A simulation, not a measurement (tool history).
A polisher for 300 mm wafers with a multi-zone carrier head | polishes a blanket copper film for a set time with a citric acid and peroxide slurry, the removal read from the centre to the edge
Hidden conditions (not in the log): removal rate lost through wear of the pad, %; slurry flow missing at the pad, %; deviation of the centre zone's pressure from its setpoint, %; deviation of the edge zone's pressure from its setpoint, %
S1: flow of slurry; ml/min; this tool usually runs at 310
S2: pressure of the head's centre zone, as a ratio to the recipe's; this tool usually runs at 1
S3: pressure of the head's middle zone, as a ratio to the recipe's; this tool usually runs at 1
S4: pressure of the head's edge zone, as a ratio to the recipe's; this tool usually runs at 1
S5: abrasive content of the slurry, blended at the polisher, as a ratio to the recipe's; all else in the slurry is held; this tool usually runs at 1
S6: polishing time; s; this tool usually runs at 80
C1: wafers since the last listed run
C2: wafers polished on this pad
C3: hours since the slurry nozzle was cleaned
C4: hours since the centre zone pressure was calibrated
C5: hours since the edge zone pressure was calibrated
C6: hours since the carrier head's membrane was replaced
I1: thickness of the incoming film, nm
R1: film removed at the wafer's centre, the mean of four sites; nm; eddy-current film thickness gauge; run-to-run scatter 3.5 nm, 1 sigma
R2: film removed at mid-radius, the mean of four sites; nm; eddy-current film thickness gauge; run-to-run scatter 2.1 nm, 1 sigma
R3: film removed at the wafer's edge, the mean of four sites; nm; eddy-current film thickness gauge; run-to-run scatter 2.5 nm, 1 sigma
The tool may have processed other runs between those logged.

run	hour	S1	S2	S3	S4	S5	S6	C1	C2	C3	C4	C5	C6	I1	R1	R2	R3
1	0	310	1	1	1	1	80	0	875	42.4	940.3	354.2	0.5	1015.5	287.2	321.8	330.1
2	14.1	310	1	1	1	1	80	109	984	56.5	954.4	368.3	14.6	1022.3	289	321.4	334.5
3	39.5	395	1	1	0.93	1	80	196	1181	81.9	979.8	393.7	40	1021.3	290.1	323.7	324.3
4	62.1	395	1	1	0.93	1	80	175	1356	104.5	1002.4	416.3	62.6	1007.4	295.5	330.2	326.6
5	78.5	310	0.89	1	1	0.9	80	127	1483	120.9	1018.8	432.7	79	1003	253.2	312.1	321
# hour 94.3: worn pad replaced by a new one
6	94.8	365	0.97	1	0.95	0.7	80	95	3	137.2	1035.1	449	95.3	1021.6	257.6	297.9	302.6
# hour 103.8: centre zone pressure recalibrated
7	116.3	395	1	1.08	1	0.85	80	151	154	158.7	12.5	470.5	116.8	1021.3	311.8	335.5	322.3
8	151.4	340	0.88	0.95	1	0.8	80	272	426	193.8	47.6	505.6	151.9	1023.6	265.1	291.6	315.8
9	183.2	310	1	1.08	0.95	1	80	246	673	225.6	79.4	537.4	183.7	1029.8	311	338.1	324
10	200.2	310	1.11	1.06	0.9	1	62	131	805	242.6	96.4	554.4	200.7	1026.4	267.5	257.9	244.6
11	232.8	270	1	0.89	1.09	0.9	80	252	1057	275.2	129	587	233.3	1017.3	298.1	276.1	334
12	268.7	380	1	1	1.03	0.8	95	278	1336	311.1	164.9	622.9	269.2	1018.9	359.3	364.3	387.3
13	292.6	310	1	1	1	1	80	185	1521	335	188.8	646.8	293.1	1005.1	309.1	319.4	330.2
# hour 317.6: worn pad replaced by a new one
14	318.1	310	1	1	1	1.1	80	166	3	360.5	214.3	672.3	318.6	1017	321.6	323.4	336.1
# hour 325.5: slurry nozzle cleaned
15	334	400	1	0.93	1	1.2	80	115	119	8.5	230.2	688.2	334.5	1025.8	340.7	317.9	351.8
# hour 338.7: edge zone pressure recalibrated
16	369.9	310	1.12	1	1	1	80	262	381	44.4	266.1	31.2	370.4	1030.4	342.7	315.7	328
17	394	310	1	1	1	1	55	186	568	68.5	290.2	55.3	394.5	1016.5	210.5	221.5	224.2
18	410.9	310	1	1	1	1	80	131	699	85.4	307.1	72.2	411.4	1023.9	310.8	316.7	326
19	446.6	310	1	0.9	1	1	80	276	976	121.1	342.8	107.9	447.1	1022.5	300.8	295.2	327.5
20	477.9	310	0.95	0.89	1	1	80	242	1219	152.4	374.1	139.2	478.4	1015.6	290.3	291.1	334.4
# hour 507.3: worn pad replaced by a new one
21	521.7	310	1	1	1	1	80	308	111	196.2	417.9	183	522.2	1032	302	320.6	332.5
22	544.9	310	0.92	1	1	1	88	179	291	219.4	441.1	206.2	545.4	1017.3	303.5	351.5	358.8

Hidden state, per run?
removal rate lost through wear of the pad, %: 0 in every run
slurry flow missing at the pad, %: 0 in every run
deviation of the edge zone's pressure from its setpoint, %: 0 in every run
H1: deviation of the centre zone's pressure from its setpoint, %
run	H1
1	-8.9
2	-9.04
3	-9.28
4	-9.5
5	-9.65
6	-9.81
7	-1.35
8	-1.69
9	-1.99
10	-2.15
11	-2.46
12	-2.81
13	-3.04
14	-3.28
15	-3.43
16	-3.77
17	-4
18	-4.17
19	-4.51
20	-4.81
21	-5.23
22	-5.45
